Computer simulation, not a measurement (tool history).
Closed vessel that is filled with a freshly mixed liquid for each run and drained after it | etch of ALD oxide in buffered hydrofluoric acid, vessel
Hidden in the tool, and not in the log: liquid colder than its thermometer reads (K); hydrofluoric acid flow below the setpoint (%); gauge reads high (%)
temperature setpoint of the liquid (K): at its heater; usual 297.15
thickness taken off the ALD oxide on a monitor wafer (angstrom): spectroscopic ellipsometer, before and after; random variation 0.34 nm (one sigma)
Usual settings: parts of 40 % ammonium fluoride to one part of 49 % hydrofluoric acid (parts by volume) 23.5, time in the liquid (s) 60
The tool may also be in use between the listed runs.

| run | hour | temperature setpoint of the liquid (K) | parts of 40 % ammonium fluoride to one part of 49 % hydrofluoric acid (parts by volume) | time in the liquid (s) | wafers since the last listed run | hours since the thermometer was replaced | hours since the hydrofluoric acid flow meter was replaced | hours since the gauge calibration | read-back film thickness of the ALD oxide reference wafer, read on the same gauge (nm) | thickness taken off the ALD oxide on a monitor wafer (angstrom) |
|---|---|---|---|---|---|---|---|---|---|---|
| 1 | 0 | 295.15 | 23.5 | 60 | 0 | 217.8 | 948 | 156.4 | 90.54 | 531.2 |
| 2 | 31.9 | 295.15 | 23.5 | 60 | 4380 | 249.7 | 979.9 | 188.3 | 90.7 | 532 |
| 3 | 79.5 | 295.15 | 23.5 | 60 | 6536 | 297.3 | 1027.5 | 235.9 | 90.79 | 532.7 |
| 4 | 224.9 | 301.15 | 23.5 | 60 | 19966 | 442.7 | 1172.9 | 381.3 | 91.26 | 735.6 |
| 5 | 285.7 | 297.15 | 23.5 | 60 | 8349 | 503.5 | 1233.7 | 442.1 | 91.38 | 600.9 |
| 6 | 327.7 | 297.15 | 23.5 | 60 | 5767 | 545.5 | 1275.7 | 484.1 | 91.45 | 603.5 |
| 7 | 368.6 | 297.15 | 23.5 | 60 | 5616 | 586.4 | 1316.6 | 525 | 91.51 | 593.6 |
|  | 412.4 | thermometer replaced |
| 8 | 550.9 | 297.15 | 23.5 | 60 | 24896 | 138.5 | 1498.9 | 707.3 | 91.75 | 600.6 |
|  | 562.5 | hydrofluoric acid flow meter replaced |
| 9 | 734.8 | 297.15 | 23.5 | 60 | 25115 | 322.4 | 172.3 | 891.2 | 91.89 | 597.8 |
| 10 | 767.5 | 297.15 | 23.5 | 40 | 4490 | 355.1 | 205 | 923.9 | 91.88 | 399.6 |
| 11 | 795.3 | 297.15 | 23.5 | 40 | 3817 | 382.9 | 232.8 | 951.7 | 91.87 | 395.5 |
| 12 | 839.6 | 297.15 | 23.5 | 60 | 6083 | 427.2 | 277.1 | 996 | 91.93 | 599 |
| 13 | 889.9 | 297.15 | 23.5 | 60 | 6907 | 477.5 | 327.4 | 1046.3 | 91.96 | 605.4 |
| 14 | 927.8 | 297.15 | 23.5 | 60 | 5204 | 515.4 | 365.3 | 1084.2 | 91.99 | 597.6 |
| 15 | 959 | 294.65 | 20.5 | 60 | 4284 | 546.6 | 396.5 | 1115.4 | 91.95 | 576.3 |
| 16 | 994.5 | 297.15 | 18 | 60 | 4874 | 582.1 | 432 | 1150.9 | 91.99 | 749.3 |
| 17 | 1060.5 | 297.15 | 23.5 | 75 | 9063 | 648.1 | 498 | 1216.9 | 91.98 | 756.8 |
|  | 1080.6 | thermometer replaced |
|  | 1090.2 | gauge calibrated |
| 18 | 1099.9 | 294.15 | 29.5 | 75 | 5273 | 19.3 | 537.4 | 9.7 | 89.86 | 531.6 |
| 19 | 1158.4 | 297.15 | 23.5 | 60 | 8033 | 77.8 | 595.9 | 68.2 | 90.22 | 595.7 |
| 20 | 1211.5 | 292.65 | 14.5 | 60 | 7291 | 130.9 | 649 | 121.3 | 90.47 | 705.7 |
| 21 | 1255.2 | 297.15 | 15.5 | 60 | 6000 | 174.6 | 692.7 | 165 | 90.66 | 858.1 |
| 22 | 1397.1 | 297.15 | 23.5 | 60 | 19485 | 316.5 | 834.6 | 306.9 | 91.12 | 590.9 |
| 23 | 1445.1 | 292.65 | 26 | 30 | 6591 | 364.5 | 882.6 | 354.9 | 91.22 | 217.5 |

Run 24 comes next. What will it give?
| 24 | 1501.7 | 293.65 | 18.5 | 60 | 7772 | 421.1 | 939.2 | 411.5 | ? | ? |

{"run 24": {"read-back film thickness of the ALD oxide reference wafer, read on the same gauge (nm)": 91.32, "thickness taken off the ALD oxide on a monitor wafer (angstrom)": 596.2}}
Without the tool's hidden state the same run would have given thickness taken off the ALD oxide on a monitor wafer (angstrom) 587.5.
